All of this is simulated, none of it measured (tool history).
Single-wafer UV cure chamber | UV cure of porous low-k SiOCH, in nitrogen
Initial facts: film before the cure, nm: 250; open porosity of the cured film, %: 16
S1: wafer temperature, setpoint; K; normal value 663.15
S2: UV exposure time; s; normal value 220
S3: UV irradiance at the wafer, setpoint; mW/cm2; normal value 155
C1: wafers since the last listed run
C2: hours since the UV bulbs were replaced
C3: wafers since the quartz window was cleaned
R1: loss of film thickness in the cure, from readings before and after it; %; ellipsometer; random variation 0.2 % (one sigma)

Run 1, hour 0.0: usual settings but S3 144 mW/cm2; C1 0; C2 2115.1; C3 1145. Result: R1 11.256 %.
Run 2, hour 8.8: usual settings; C1 70; C2 2123.9; C3 1216. Result: R1 11.849 %.
Run 3, hour 23.9: usual settings; C1 121; C2 2139.0; C3 1337. Result: R1 11.668 %.
Run 4, hour 32.8: usual settings but S1 679.15 K, S2 295 s; C1 71; C2 2147.9; C3 1409. Result: R1 13.559 %.
Run 5, hour 39.6: usual settings but S1 655.15 K; C1 54; C2 2154.7; C3 1463. Result: R1 11.720 %.
Run 6, hour 56.1: usual settings but S1 655.15 K; C1 132; C2 2171.2; C3 1596. Result: R1 11.062 %.
Run 7, hour 67.0: usual settings but S3 186 mW/cm2; C1 87; C2 2182.1; C3 1683. Result: R1 12.356 %.
Run 8, hour 77.7: usual settings but S3 186 mW/cm2; C1 85; C2 2192.8; C3 1769. Result: R1 12.420 %.
Run 9, hour 86.5: usual settings; C1 70; C2 2201.6; C3 1840. Result: R1 11.440 %.
Run 10, hour 99.8: usual settings; C1 106; C2 2214.9; C3 1947. Result: R1 11.200 %.
Run 11, hour 114.0: usual settings; C1 114; C2 2229.1; C3 2061. Result: R1 11.051 %.
Run 12, hour 122.4: usual settings but S1 647.15 K; C1 67; C2 2237.5; C3 2128. Result: R1 11.253 %.
Run 13, hour 140.3: usual settings but S1 647.15 K; C1 143; C2 2255.4; C3 2272. Result: R1 11.063 %.
Run 14, hour 148.6: usual settings but S1 647.15 K; C1 66; C2 2263.7; C3 2339. Result: R1 10.926 %.
Run 15, hour 160.2: usual settings but S2 290 s; C1 93; C2 2275.3; C3 2432. Result: R1 12.607 %.
Run 16, hour 168.2: usual settings but S2 290 s; C1 64; C2 2283.3; C3 2496. Result: R1 12.669 %.
Run 17, hour 179.5: usual settings but S2 290 s; C1 90; C2 2294.6; C3 2587. Result: R1 12.389 %.
At hour 190.0: quartz window cleaned.
Run 18, hour 194.6: usual settings; C1 57; C2 2309.7; C3 36. Result: R1 11.972 %.
Run 19, hour 208.3: usual settings; C1 110; C2 2323.4; C3 146. Result: R1 11.958 %.
Run 20, hour 222.9: usual settings; C1 117; C2 2338.0; C3 264. Result: R1 11.854 %.
Run 21, hour 232.1: usual settings; C1 73; C2 2347.2; C3 338. Result: R1 11.841 %.
At hour 243.5: UV bulbs replaced.
Run 22, hour 244.0: usual settings but S2 290 s; C1 31; C2 0.5; C3 369. Result: R1 12.587 %.
Run 23, hour 250.6: usual settings but S2 130 s, S3 187 mW/cm2; C1 53; C2 7.1; C3 422. Result: R1 10.526 %.
Run 24, hour 266.2: usual settings but S2 160 s, S3 128 mW/cm2; C1 125; C2 22.7; C3 547. Result: R1 9.653 %.
Run 25, hour 306.2: usual settings but S1 669.15 K, S2 255 s, S3 189 mW/cm2; C1 321; C2 62.7; C3 869. Result: R1 13.217 %.
Run 26, hour 322.6: usual settings; C1 131; C2 79.1; C3 1000. Result: R1 11.354 %.
Run 27, hour 332.9: usual settings but S1 657.15 K, S3 187 mW/cm2; C1 82; C2 89.4; C3 1083. Result: R1 12.536 %.
Run 28, hour 346.2: usual settings but S2 260 s; C1 106; C2 102.7; C3 1190. Result: R1 11.902 %.
Run 29, hour 354.1: usual settings but S2 350 s, S3 186 mW/cm2; C1 63; C2 110.6; C3 1253. Result: R1 14.295 %.
Run 30, hour 370.2: usual settings; C1 129; C2 126.7; C3 1383. Result: R1 11.390 %.
Run 31, hour 385.9: usual settings but S1 670.15 K, S2 285 s, S3 185 mW/cm2; C1 126; C2 142.4; C3 1509. Result: R1 13.431 %.
Run 32, hour 401.1: usual settings but S2 165 s, S3 137 mW/cm2; C1 122; C2 157.6; C3 1631. Result: R1 9.795 %.
Run 33, hour 412.5: usual settings but S2 320 s; C1 91; C2 169.0; C3 1722. Result: R1 13.189 %.
Run 34, hour 418.7: usual settings but S1 671.15 K, S2 140 s, S3 168 mW/cm2; C1 49; C2 175.2; C3 1772. Result: R1 10.254 %.
Run 35, hour 431.1: usual settings; C1 99; C2 187.6; C3 1872. Result: R1 11.805 %.
Run 36, hour 439.9: usual settings but S2 155 s, S3 193 mW/cm2; C1 70; C2 196.4; C3 1942. Result: R1 10.987 %.
Run 37, hour 452.0: usual settings but S2 345 s, S3 179 mW/cm2; C1 97; C2 208.5; C3 2040. Result: R1 13.943 %.
Run 38, hour 460.7: usual settings but S1 647.15 K, S2 335 s, S3 190 mW/cm2; C1 69; C2 217.2; C3 2110. Result: R1 14.163 %.
Run 39, hour 469.9: usual settings but S1 670.15 K, S2 180 s, S3 130 mW/cm2; C1 73; C2 226.4; C3 2183. Result: R1 9.575 %.
Run 40, hour 477.3: usual settings; C1 59; C2 233.8; C3 2243. Result: R1 11.142 %.
Run 41, hour 491.4: usual settings but S2 320 s, S3 123 mW/cm2; C1 113; C2 247.9; C3 2356. Result: R1 12.186 %.
At hour 513.3: quartz window cleaned.
Run 42, hour 513.8: usual settings but S1 677.15 K, S2 115 s, S3 189 mW/cm2; C1 115; C2 270.3; C3 4. Result: R1 10.547 %.
Run 43, hour 521.7: usual settings but S2 180 s, S3 189 mW/cm2; C1 63; C2 278.2; C3 67. Result: R1 12.391 %.

5 ways to go on from here, each from the tool as it stands after run 43. What would each give?
Run A, hour 522.2: usual settings but S3 170 mW/cm2; C1 4; C2 278.7; C3 71. Result: R1 ?.
Run B, hour 522.2: usual settings but S1 678.15 K, S2 105 s, S3 123 mW/cm2; C1 4; C2 278.7; C3 71. Result: R1 ?.
Run C, hour 522.2: usual settings but S1 644.15 K, S3 185 mW/cm2; C1 4; C2 278.7; C3 71. Result: R1 ?.
Run D, hour 522.2: usual settings but S1 670.15 K, S3 136 mW/cm2; C1 4; C2 278.7; C3 71. Result: R1 ?.
Run E, hour 522.2: usual settings but S2 120 s, S3 123 mW/cm2; C1 4; C2 278.7; C3 71. Result: R1 ?.

run      R1
  A  12.653
  B   8.448
  C  12.685
  D  11.798
  E   8.745
The same runs, with their run-to-run variation unchanged, on a tool lacking any hidden condition would have given:
run      R1
  A  12.677
  B   8.469
  C  12.708
  D  11.821
  E   8.767
